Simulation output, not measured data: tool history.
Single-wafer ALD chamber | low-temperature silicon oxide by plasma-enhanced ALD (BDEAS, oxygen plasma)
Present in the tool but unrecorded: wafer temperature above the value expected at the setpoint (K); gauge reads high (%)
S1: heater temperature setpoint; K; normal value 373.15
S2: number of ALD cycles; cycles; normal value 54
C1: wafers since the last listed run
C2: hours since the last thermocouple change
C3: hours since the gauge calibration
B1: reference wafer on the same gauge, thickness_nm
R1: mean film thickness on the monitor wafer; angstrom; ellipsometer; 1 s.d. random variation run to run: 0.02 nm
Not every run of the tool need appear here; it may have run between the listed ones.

run    hour      S1  S2   C1     C2      C3     B1     R1
  1     0.0  373.15  54    0  507.0   896.6  7.399  79.57
  2    59.7  373.15  54  203  566.7   956.3  7.399  79.31
  3    97.9  385.15  54  130  604.9   994.5  7.404  77.91
  4   164.2  373.15  54  226  671.2  1060.8  7.399  79.41
  5   221.9  366.15  57  196  728.9  1118.5  7.400  85.02
  6   253.4  366.15  57  107  760.4  1150.0  7.400  84.56
  7   312.5  366.15  57  201  819.5  1209.1  7.403  84.53
      333.9  -- thermocouple changed; heater temperature recalibrated
  8   382.0  378.15  54  209   48.1  1278.6  7.398  79.54
  9   427.6  373.15  54  155   93.7  1324.2  7.401  80.36
 10   494.5  373.15  54  228  160.6  1391.1  7.403  80.20
 11   546.7  373.15  54  178  212.8  1443.3  7.401  80.52
 12   583.1  373.15  54  124  249.2  1479.7  7.398  80.02
 13   627.8  382.15  54  152  293.9  1524.4  7.400  78.54
 14   674.7  382.15  54  160  340.8  1571.3  7.402  78.63
 15   706.0  373.15  49  106  372.1  1602.6  7.401  72.40
 16   749.1  373.15  49  147  415.2  1645.7  7.398  72.71
 17   794.9  373.15  49  156  461.0  1691.5  7.401  72.77
 18   932.2  373.15  54  468  598.3  1828.8  7.399  79.77
 19   975.9  373.15  54  149  642.0  1872.5  7.407  79.68
 20  1013.6  373.15  54  128  679.7  1910.2  7.403  80.12
 21  1069.2  381.15  54  189  735.3  1965.8  7.402  78.52
 22  1103.4  381.15  60  116  769.5  2000.0  7.402  86.98
 23  1134.5  360.15  54  106  800.6  2031.1  7.398  82.79
     1164.7  -- gauge calibrated
 24  1242.3  378.15  58  367  908.4    77.6  7.399  84.78
 25  1300.3  373.15  46  197  966.4   135.6  7.398  67.48
 26  1327.5  378.15  44   92  993.6   162.8  7.395  63.88
     1358.8  -- thermocouple changed; heater temperature recalibrated
 27  1359.3  361.15  50   81    0.5   194.6  7.399  77.48
 28  1407.1  373.15  54  163   48.3   242.4  7.397  79.91
 29  1464.3  373.15  64  195  105.5   299.6  7.404  94.56
 30  1488.4  363.15  47   82  129.6   323.7  7.401  71.81
 31  1529.6  373.15  54  140  170.8   364.9  7.402  80.00
 32  1586.8  373.15  54  195  228.0   422.1  7.400  79.69
 33  1620.2  373.15  54  114  261.4   455.5  7.400  79.85
 34  1692.0  373.15  54  245  333.2   527.3  7.406  79.48
 35  1752.2  382.15  47  205  393.4   587.5  7.399  68.42
 36  1791.7  366.15  51  134  432.9   627.0  7.399  77.08
 37  1853.9  367.15  64  212  495.1   689.2  7.402  96.29
 38  1919.6  381.15  59  224  560.8   754.9  7.397  85.98
 39  1990.9  373.15  49  243  632.1   826.2  7.400  72.07
 40  2058.5  378.15  59  230  699.7   893.8  7.400  86.12

Forecast each of these 5 alternatives for the next run:
  A  2059.0  373.15  54   1  700.2  894.3   ?   ?
  B  2059.0  379.15  50   1  700.2  894.3   ?   ?
  C  2059.0  360.15  58   1  700.2  894.3   ?   ?
  D  2059.0  384.15  54   1  700.2  894.3   ?   ?
  E  2059.0  361.15  54   1  700.2  894.3   ?   ?

run     B1     R1
  A  7.401  79.56
  B  7.401  72.90
  C  7.401  88.76
  D  7.401  78.05
  E  7.401  82.37
What these runs would have given with no unlogged condition in the tool:
run     R1
  A  80.05
  B  73.35
  C  89.81
  D  78.54
  E  83.34
